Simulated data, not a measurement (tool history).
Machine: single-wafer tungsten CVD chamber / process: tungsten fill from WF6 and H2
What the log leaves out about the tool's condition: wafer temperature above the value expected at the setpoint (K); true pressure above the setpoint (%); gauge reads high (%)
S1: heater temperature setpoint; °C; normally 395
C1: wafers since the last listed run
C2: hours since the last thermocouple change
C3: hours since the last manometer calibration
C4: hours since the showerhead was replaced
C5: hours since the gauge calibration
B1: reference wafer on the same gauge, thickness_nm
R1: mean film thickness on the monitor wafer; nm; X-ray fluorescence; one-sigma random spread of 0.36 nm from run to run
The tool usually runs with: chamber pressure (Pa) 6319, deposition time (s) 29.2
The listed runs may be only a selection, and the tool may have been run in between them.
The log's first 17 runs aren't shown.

At hour 1247.4: showerhead replaced.
Run 18, hour 1251.6: usual settings but S1 402 °C, chamber pressure (Pa) 5826, deposition time (s) 34.4; C1 1921; C2 1872.6; C3 516.5; C4 4.2; C5 2729.2; B1 89.925. Result: R1 117.492 nm.
At hour 1257.2: gauge calibrated.
Run 19, hour 1319.6: usual settings but S1 399 °C; C1 1909; C2 1940.6; C3 584.5; C4 72.2; C5 62.4; B1 89.913. Result: R1 96.527 nm.
Run 20, hour 1394.9: usual settings but S1 407 °C, chamber pressure (Pa) 5026, deposition time (s) 24.9; C1 2114; C2 2015.9; C3 659.8; C4 147.5; C5 137.7; B1 89.973. Result: R1 86.897 nm.
Run 21, hour 1437.3: usual settings; C1 1190; C2 2058.3; C3 702.2; C4 189.9; C5 180.1; B1 90.071. Result: R1 90.411 nm.
Run 22, hour 1476.4: usual settings but S1 381 °C, chamber pressure (Pa) 7479; C1 1098; C2 2097.4; C3 741.3; C4 229; C5 219.2; B1 90.027. Result: R1 74.881 nm.
Run 23, hour 1572.8: usual settings; C1 2707; C2 2193.8; C3 837.7; C4 325.4; C5 315.6; B1 90.117. Result: R1 89.893 nm.
At hour 1586.6: thermocouple changed; heater temperature recalibrated.
Run 24, hour 1609.5: usual settings but S1 404 °C, chamber pressure (Pa) 5906, deposition time (s) 34; C1 806; C2 22.9; C3 874.4; C4 362.1; C5 352.3; B1 90.142. Result: R1 121.562 nm.
Run 25, hour 1685: usual settings but chamber pressure (Pa) 4946; C1 2120; C2 98.4; C3 949.9; C4 437.6; C5 427.8; B1 90.133. Result: R1 85.399 nm.
Run 26, hour 1744.2: usual settings; C1 1662; C2 157.6; C3 1009.1; C4 496.8; C5 487; B1 90.033. Result: R1 92.117 nm.
Run 27, hour 1800.2: usual settings but chamber pressure (Pa) 7386; C1 1572; C2 213.6; C3 1065.1; C4 552.8; C5 543; B1 90.001. Result: R1 96.147 nm.
Run 28, hour 1838.8: usual settings but S1 388 °C, chamber pressure (Pa) 7426, deposition time (s) 32.6; C1 1084; C2 252.2; C3 1103.7; C4 591.4; C5 581.6; B1 89.853. Result: R1 95.773 nm.
Run 29, hour 1945.6: usual settings but S1 387 °C, chamber pressure (Pa) 7346, deposition time (s) 24.3; C1 2999; C2 359; C3 1210.5; C4 698.2; C5 688.4; B1 89.932. Result: R1 70.133 nm.
Run 30, hour 2050.3: usual settings but S1 400 °C, chamber pressure (Pa) 6773, deposition time (s) 27.2; C1 2940; C2 463.7; C3 1315.2; C4 802.9; C5 793.1; B1 90.063. Result: R1 94.611 nm.
Run 31, hour 2144: usual settings but S1 400 °C, chamber pressure (Pa) 6773, deposition time (s) 27.2; C1 2631; C2 557.4; C3 1408.9; C4 896.6; C5 886.8; B1 89.94. Result: R1 94.308 nm.
Run 32, hour 2209.4: usual settings but S1 386 °C, chamber pressure (Pa) 5586, deposition time (s) 32.9; C1 1836; C2 622.8; C3 1474.3; C4 962; C5 952.2; B1 89.864. Result: R1 84.31 nm.

Branching from run 32: 4 alternative next runs. What would each branch give?
Run A, hour 2209.8: usual settings but chamber pressure (Pa) 7893; C1 11; C2 623.2; C3 1474.7; C4 962.4; C5 952.6; B1 ?. Result: R1 ?.
Run B, hour 2209.8: usual settings but S1 384 °C, chamber pressure (Pa) 5280; C1 11; C2 623.2; C3 1474.7; C4 962.4; C5 952.6; B1 ?. Result: R1 ?.
Run C, hour 2209.8: usual settings but S1 409 °C, chamber pressure (Pa) 7359, deposition time (s) 30.7; C1 11; C2 623.2; C3 1474.7; C4 962.4; C5 952.6; B1 ?. Result: R1 ?.
Run D, hour 2209.8: usual settings but S1 381 °C, deposition time (s) 26.8; C1 11; C2 623.2; C3 1474.7; C4 962.4; C5 952.6; B1 ?. Result: R1 ?.

run      B1       R1
  A  89.867   97.501
  B  89.867   71.091
  C  89.867  125.264
  D  89.867   65.458
Without the tool's hidden state the same runs would have given:
run       R1
  A   99.391
  B   72.533
  C  127.636
  D   66.777

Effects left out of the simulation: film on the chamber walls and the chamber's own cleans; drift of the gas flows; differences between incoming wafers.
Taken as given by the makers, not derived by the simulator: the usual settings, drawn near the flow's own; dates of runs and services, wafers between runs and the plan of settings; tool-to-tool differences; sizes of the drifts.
